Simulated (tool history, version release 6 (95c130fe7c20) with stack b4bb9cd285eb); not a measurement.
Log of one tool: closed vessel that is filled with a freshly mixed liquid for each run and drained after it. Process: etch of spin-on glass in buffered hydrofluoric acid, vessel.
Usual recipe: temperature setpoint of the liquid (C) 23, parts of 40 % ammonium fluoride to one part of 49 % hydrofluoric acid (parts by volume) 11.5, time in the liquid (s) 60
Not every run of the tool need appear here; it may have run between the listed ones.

run,day,temperature setpoint of the liquid (C),parts of 40 % ammonium fluoride to one part of 49 % hydrofluoric acid (parts by volume),time in the liquid (s),wafers since the last listed run,hours since the thermometer was replaced,hours since the hydrofluoric acid flow meter was replaced,hours since the gauge calibration,"read-back film thickness of the spin-on glass reference wafer, read on the same gauge (nm)",thickness taken off the spin-on glass on a monitor wafer (Å)
1,0,21.5,11.5,60,0,2205.4,369.2,170.5,30.05,2393.3
2,0.758,21.5,11.5,60,2091,2223.6,387.4,188.7,30.01,2377.6
3,4.292,21.5,11.5,60,9743,2308.4,472.2,273.5,29.98,2376
4,5.354,23,11.5,60,2929,2333.9,497.7,299,29.97,2554.5
5,6.354,23,11.5,60,2757,2357.9,521.7,323,30,2580.6
6,6.921,23,11.5,60,1562,2371.5,535.3,336.6,29.98,2597
# day 7.458: gauge calibrated
7,7.825,23,11.5,60,2493,2393.2,557,8.8,29.95,2591.1
# day 8.35: thermometer replaced
8,8.771,28,9.5,80,2493,10.1,579.7,31.5,29.97,4538.8
9,10.175,23,16,60,3872,43.8,613.4,65.2,30.01,1614.6
10,11.396,23,11.5,60,3366,73.1,642.7,94.5,29.96,2250.9
# day 12.329: hydrofluoric acid flow meter replaced
11,12.733,20.5,11.5,50,3573,105.2,9.7,126.6,29.99,1630.5
12,13.242,26,7,30,1401,117.4,21.9,138.8,30,2105.1
13,16.8,25,15,60,9812,202.8,107.3,224.2,30.03,1924.1
14,18.154,23,11.5,60,3734,235.3,139.8,256.7,30,2288.4

Below, some changes in thickness taken off the spin-on glass on a monitor wafer (Å) between adjacent runs. For each, the amount present without the hidden state too (settings, incoming material, random variation) and the amount remaining for the hidden state with gauge scatter not shared by both compared results:
Hidden state at play: liquid hotter than its thermometer reads (K); hydrofluoric acid flow below the setpoint (%); gauge reads high (%).
Run 7 -> 8: temperature setpoint of the liquid (C) 23 -> 28, parts of 40 % ammonium fluoride to one part of 49 % hydrofluoric acid (parts by volume) 11.5 -> 9.5, time in the liquid (s) 60 -> 80, thermometer replaced. thickness taken off the spin-on glass on a monitor wafer (Å) +1947.7: hidden state -360.1, all else +2307.8.
Run 8 -> 9: temperature setpoint of the liquid (C) 28 -> 23, parts of 40 % ammonium fluoride to one part of 49 % hydrofluoric acid (parts by volume) 9.5 -> 16, time in the liquid (s) 80 -> 60. thickness taken off the spin-on glass on a monitor wafer (Å) -2924.2: hidden state -7.9, all else -2916.3.
